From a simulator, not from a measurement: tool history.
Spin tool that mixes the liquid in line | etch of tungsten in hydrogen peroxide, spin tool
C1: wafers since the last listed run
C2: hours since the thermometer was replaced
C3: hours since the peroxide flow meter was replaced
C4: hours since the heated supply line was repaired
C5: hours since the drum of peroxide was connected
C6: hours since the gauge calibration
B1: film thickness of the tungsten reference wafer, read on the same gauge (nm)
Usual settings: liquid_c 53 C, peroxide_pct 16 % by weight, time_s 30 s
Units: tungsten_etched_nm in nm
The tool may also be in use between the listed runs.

Run 1, hour 0: usual settings; C1 0; C2 700.7; C3 1149.6; C4 1416.2; C5 326.5; C6 73.1; B1 79.99. Result: tungsten_etched_nm 34.74 nm.
Run 2, hour 14.5: usual settings; C1 194; C2 715.2; C3 1164.1; C4 1430.7; C5 341; C6 87.6; B1 79.98. Result: tungsten_etched_nm 35 nm.
Run 3, hour 28.3: usual settings; C1 184; C2 729; C3 1177.9; C4 1444.5; C5 354.8; C6 101.4; B1 80. Result: tungsten_etched_nm 34.73 nm.
Run 4, hour 40.3: usual settings; C1 160; C2 741; C3 1189.9; C4 1456.5; C5 366.8; C6 113.4; B1 79.99. Result: tungsten_etched_nm 34.43 nm.
Run 5, hour 48.2: usual settings; C1 105; C2 748.9; C3 1197.8; C4 1464.4; C5 374.7; C6 121.3; B1 80.01. Result: tungsten_etched_nm 34.6 nm.
Run 6, hour 60.8: usual settings; C1 168; C2 761.5; C3 1210.4; C4 1477; C5 387.3; C6 133.9; B1 79.96. Result: tungsten_etched_nm 34.53 nm.
Run 7, hour 74.2: usual settings; C1 179; C2 774.9; C3 1223.8; C4 1490.4; C5 400.7; C6 147.3; B1 80. Result: tungsten_etched_nm 34.47 nm.
At hour 90.2: new drum of peroxide connected.
At hour 104.2: thermometer replaced.
At hour 104.7: gauge calibrated.
Run 8, hour 125.7: usual settings; C1 663; C2 21.5; C3 1275.3; C4 1541.9; C5 35.5; C6 21; B1 80.02. Result: tungsten_etched_nm 34.22 nm.
Run 9, hour 132.2: usual settings but liquid_c 49.5 C, peroxide_pct 12.5 % by weight; C1 87; C2 28; C3 1281.8; C4 1548.4; C5 42; C6 27.5; B1 80. Result: tungsten_etched_nm 24.22 nm.
At hour 140.7: heated supply line repaired.
Run 10, hour 147.4: usual settings; C1 190; C2 43.2; C3 1297; C4 6.7; C5 57.2; C6 42.7; B1 80.03. Result: tungsten_etched_nm 43.48 nm.
At hour 149: peroxide flow meter replaced.
Run 11, hour 161.7: usual settings but peroxide_pct 14 % by weight, time_s 20 s; C1 178; C2 57.5; C3 12.7; C4 21; C5 71.5; C6 57; B1 79.99. Result: tungsten_etched_nm 27.07 nm.
Run 12, hour 168.9: usual settings but liquid_c 48.5 C, peroxide_pct 12 % by weight, time_s 15 s; C1 96; C2 64.7; C3 19.9; C4 28.2; C5 78.7; C6 64.2; B1 80. Result: tungsten_etched_nm 14.24 nm.
Run 13, hour 183.2: usual settings but time_s 35 s; C1 191; C2 79; C3 34.2; C4 42.5; C5 93; C6 78.5; B1 80. Result: tungsten_etched_nm 50.16 nm.
Run 14, hour 199.7: usual settings but time_s 40 s; C1 221; C2 95.5; C3 50.7; C4 59; C5 109.5; C6 95; B1 80.04. Result: tungsten_etched_nm 56.95 nm.
Run 15, hour 216.7: usual settings; C1 227; C2 112.5; C3 67.7; C4 76; C5 126.5; C6 112; B1 80.01. Result: tungsten_etched_nm 42.78 nm.
Run 16, hour 233.4: usual settings but liquid_c 44 C; C1 223; C2 129.2; C3 84.4; C4 92.7; C5 143.2; C6 128.7; B1 80.05. Result: tungsten_etched_nm 24.46 nm.
Run 17, hour 244.6: usual settings; C1 150; C2 140.4; C3 95.6; C4 103.9; C5 154.4; C6 139.9; B1 80. Result: tungsten_etched_nm 42.7 nm.

The tool's hidden state at each run:
liquid colder than its thermometer reads (K): 0 in every run
peroxide flow above the setpoint (%): 0 in every run
peroxide weaker than its label (%): 0 in every run
gauge reads high (%): 0 in every run
H1: temperature lost on the way to the wafer (K)
run     H1
  1   3.71
  2   3.75
  3   3.79
  4   3.82
  5   3.84
  6   3.87
  7    3.9
  8   4.03
  9   4.05
 10  0.132
 11  0.168
 12  0.186
 13  0.223
 14  0.265
 15  0.308
 16  0.351
 17  0.379
